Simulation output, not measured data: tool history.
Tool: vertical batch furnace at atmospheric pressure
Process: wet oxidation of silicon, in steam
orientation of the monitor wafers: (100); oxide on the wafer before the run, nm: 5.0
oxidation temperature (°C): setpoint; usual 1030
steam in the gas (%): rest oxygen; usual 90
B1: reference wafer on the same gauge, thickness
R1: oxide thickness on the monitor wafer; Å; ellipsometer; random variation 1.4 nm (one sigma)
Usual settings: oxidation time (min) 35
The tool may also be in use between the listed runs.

{"run": 1, "hour": 0.0, "oxidation temperature (°C)": 1030, "oxidation time (min)": 35, "steam in the gas (%)": 96, "B1": 312.17, "R1": 3748}
{"hour": 14.8, "done": "gauge calibrated"}
{"run": 2, "hour": 47.9, "oxidation temperature (°C)": 1030, "oxidation time (min)": 35, "steam in the gas (%)": 90, "B1": 306.91, "R1": 3515.6}
{"run": 3, "hour": 152.2, "oxidation temperature (°C)": 1030, "oxidation time (min)": 35, "steam in the gas (%)": 90, "B1": 308.82, "R1": 3529.8}
{"run": 4, "hour": 232.1, "oxidation temperature (°C)": 1012, "oxidation time (min)": 39.5, "steam in the gas (%)": 90, "B1": 310.06, "R1": 3385.2}
{"run": 5, "hour": 337.6, "oxidation temperature (°C)": 1012, "oxidation time (min)": 39.5, "steam in the gas (%)": 90, "B1": 311.62, "R1": 3399.2}
{"run": 6, "hour": 440.7, "oxidation temperature (°C)": 1030, "oxidation time (min)": 35, "steam in the gas (%)": 90, "B1": 312.67, "R1": 3573.7}
{"run": 7, "hour": 513.4, "oxidation temperature (°C)": 1030, "oxidation time (min)": 35, "steam in the gas (%)": 90, "B1": 312.96, "R1": 3577.7}
{"run": 8, "hour": 585.0, "oxidation temperature (°C)": 1030, "oxidation time (min)": 35, "steam in the gas (%)": 90, "B1": 313.45, "R1": 3588.3}
{"run": 9, "hour": 641.3, "oxidation temperature (°C)": 1030, "oxidation time (min)": 35, "steam in the gas (%)": 90, "B1": 313.77, "R1": 3586.4}
{"run": 10, "hour": 693.4, "oxidation temperature (°C)": 1030, "oxidation time (min)": 35, "steam in the gas (%)": 97, "B1": 313.28, "R1": 3772.2}
{"run": 11, "hour": 749.2, "oxidation temperature (°C)": 1030, "oxidation time (min)": 35, "steam in the gas (%)": 97, "B1": 313.79, "R1": 3792.2}
{"run": 12, "hour": 816.0, "oxidation temperature (°C)": 1030, "oxidation time (min)": 35, "steam in the gas (%)": 97, "B1": 314.26, "R1": 3778.6}
{"run": 13, "hour": 863.5, "oxidation temperature (°C)": 1030, "oxidation time (min)": 35, "steam in the gas (%)": 90, "B1": 314.28, "R1": 3597.3}
{"hour": 975.3, "done": "thermocouples replaced and temperature profile calibrated"}
{"run": 14, "hour": 975.8, "oxidation temperature (°C)": 1030, "oxidation time (min)": 35, "steam in the gas (%)": 85, "B1": 314.41, "R1": 3438.2}
{"run": 15, "hour": 1061.3, "oxidation temperature (°C)": 1030, "oxidation time (min)": 24.5, "steam in the gas (%)": 97, "B1": 315.18, "R1": 2972.5}
{"hour": 1096.9, "done": "gauge calibrated"}
{"run": 16, "hour": 1102.3, "oxidation temperature (°C)": 1009, "oxidation time (min)": 35, "steam in the gas (%)": 90, "B1": 306.24, "R1": 3007.6}
{"run": 17, "hour": 1204.0, "oxidation temperature (°C)": 1030, "oxidation time (min)": 35, "steam in the gas (%)": 90, "B1": 308.58, "R1": 3531.9}
{"run": 18, "hour": 1294.6, "oxidation temperature (°C)": 1052, "oxidation time (min)": 46.5, "steam in the gas (%)": 90, "B1": 310.62, "R1": 4857.7}
{"hour": 1361.4, "done": "steam generator serviced"}
{"run": 19, "hour": 1393.9, "oxidation temperature (°C)": 1030, "oxidation time (min)": 35, "steam in the gas (%)": 90, "B1": 312.13, "R1": 3557.6}
{"run": 20, "hour": 1476.8, "oxidation temperature (°C)": 1015, "oxidation time (min)": 35, "steam in the gas (%)": 90, "B1": 312.71, "R1": 3195.9}
{"run": 21, "hour": 1570.8, "oxidation temperature (°C)": 1044, "oxidation time (min)": 47.5, "steam in the gas (%)": 87, "B1": 313.61, "R1": 4682.8}
{"run": 22, "hour": 1608.6, "oxidation temperature (°C)": 1030, "oxidation time (min)": 35, "steam in the gas (%)": 90, "B1": 313.95, "R1": 3576.6}
{"run": 23, "hour": 1655.8, "oxidation temperature (°C)": 1017, "oxidation time (min)": 35, "steam in the gas (%)": 90, "B1": 313.98, "R1": 3247.8}
{"run": 24, "hour": 1719.2, "oxidation temperature (°C)": 1053, "oxidation time (min)": 35, "steam in the gas (%)": 90, "B1": 314.2, "R1": 4187.2}
{"run": 25, "hour": 1766.5, "oxidation temperature (°C)": 1006, "oxidation time (min)": 24.5, "steam in the gas (%)": 97, "B1": 314.48, "R1": 2461.3}

3 ways to go on from here, each from the tool as it stands after run 25. What would each give?
{"run": "A", "hour": 1771.5, "oxidation temperature (°C)": 1030, "oxidation time (min)": 35, "steam in the gas (%)": 90, "B1": "?", "R1": "?"}
{"run": "B", "hour": 1771.5, "oxidation temperature (°C)": 1018, "oxidation time (min)": 40, "steam in the gas (%)": 97, "B1": "?", "R1": "?"}
{"run": "C", "hour": 1771.5, "oxidation temperature (°C)": 1030, "oxidation time (min)": 35, "steam in the gas (%)": 79, "B1": "?", "R1": "?"}

run=A B1=314.76 R1=3576.3
run=B B1=314.76 R1=3786.9
run=C B1=314.76 R1=3276
Without the tool's hidden state the same runs would have given:
run=A R1=3468.2
run=B R1=3672.4
run=C R1=3176.9
